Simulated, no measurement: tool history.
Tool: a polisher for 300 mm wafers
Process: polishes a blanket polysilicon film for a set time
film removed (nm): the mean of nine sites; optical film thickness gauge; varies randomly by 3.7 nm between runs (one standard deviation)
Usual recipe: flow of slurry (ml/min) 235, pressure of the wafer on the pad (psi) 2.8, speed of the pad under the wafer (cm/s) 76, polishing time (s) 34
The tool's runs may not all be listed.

| run | hour | flow of slurry (ml/min) | pressure of the wafer on the pad (psi) | speed of the pad under the wafer (cm/s) | polishing time (s) | wafers since the last listed run | wafers polished on this pad | hours since the slurry nozzle was cleaned | hours since the head pressure was calibrated | incoming thickness of the incoming film, nm | film removed (nm) |
|---|---|---|---|---|---|---|---|---|---|---|---|
| 1 | 0.0 | 235 | 2.0 | 76 | 34 | 0 | 1561 | 286.1 | 308.3 | 1083.7 | 164.4 |
| 2 | 49.6 | 235 | 2.0 | 76 | 34 | 472 | 2034 | 335.7 | 357.9 | 1098.1 | 162.4 |
|  | 91.9 | slurry nozzle cleaned |
| 3 | 103.8 | 235 | 2.0 | 76 | 34 | 507 | 2541 | 11.9 | 412.1 | 1075.9 | 159.0 |
| 4 | 147.2 | 235 | 2.0 | 76 | 43 | 413 | 2955 | 55.3 | 455.5 | 1082.7 | 204.4 |
|  | 165.7 | worn pad replaced by a new one |
| 5 | 195.0 | 235 | 2.0 | 76 | 43 | 417 | 279 | 103.1 | 503.3 | 1076.9 | 218.3 |
| 6 | 290.0 | 235 | 2.0 | 76 | 43 | 905 | 1185 | 198.1 | 598.3 | 1097.4 | 208.7 |
| 7 | 331.8 | 235 | 2.8 | 76 | 34 | 398 | 1583 | 239.9 | 640.1 | 1101.7 | 226.0 |
| 8 | 388.7 | 235 | 2.8 | 82 | 34 | 542 | 2125 | 296.8 | 697.0 | 1079.0 | 245.6 |
| 9 | 476.9 | 235 | 2.8 | 82 | 34 | 840 | 2966 | 385.0 | 785.2 | 1067.2 | 242.9 |
|  | 495.4 | slurry nozzle cleaned |
|  | 495.9 | worn pad replaced by a new one |
| 10 | 580.2 | 235 | 2.8 | 82 | 34 | 969 | 803 | 84.8 | 888.5 | 1072.0 | 253.4 |
| 11 | 656.8 | 235 | 2.8 | 76 | 34 | 730 | 1533 | 161.4 | 965.1 | 1083.9 | 226.3 |
| 12 | 714.0 | 235 | 3.7 | 76 | 34 | 545 | 2078 | 218.6 | 1022.3 | 1076.6 | 297.4 |

What will run 13 give?
| 13 | 785.4 | 235 | 2.8 | 76 | 31 | 680 | 2759 | 290.0 | 1093.7 | 1078.2 | ? |

Run 13 came out at film removed (nm) 206.2.
The same run, on a tool lacking any hidden state, would have yielded film removed (nm) 225.2.
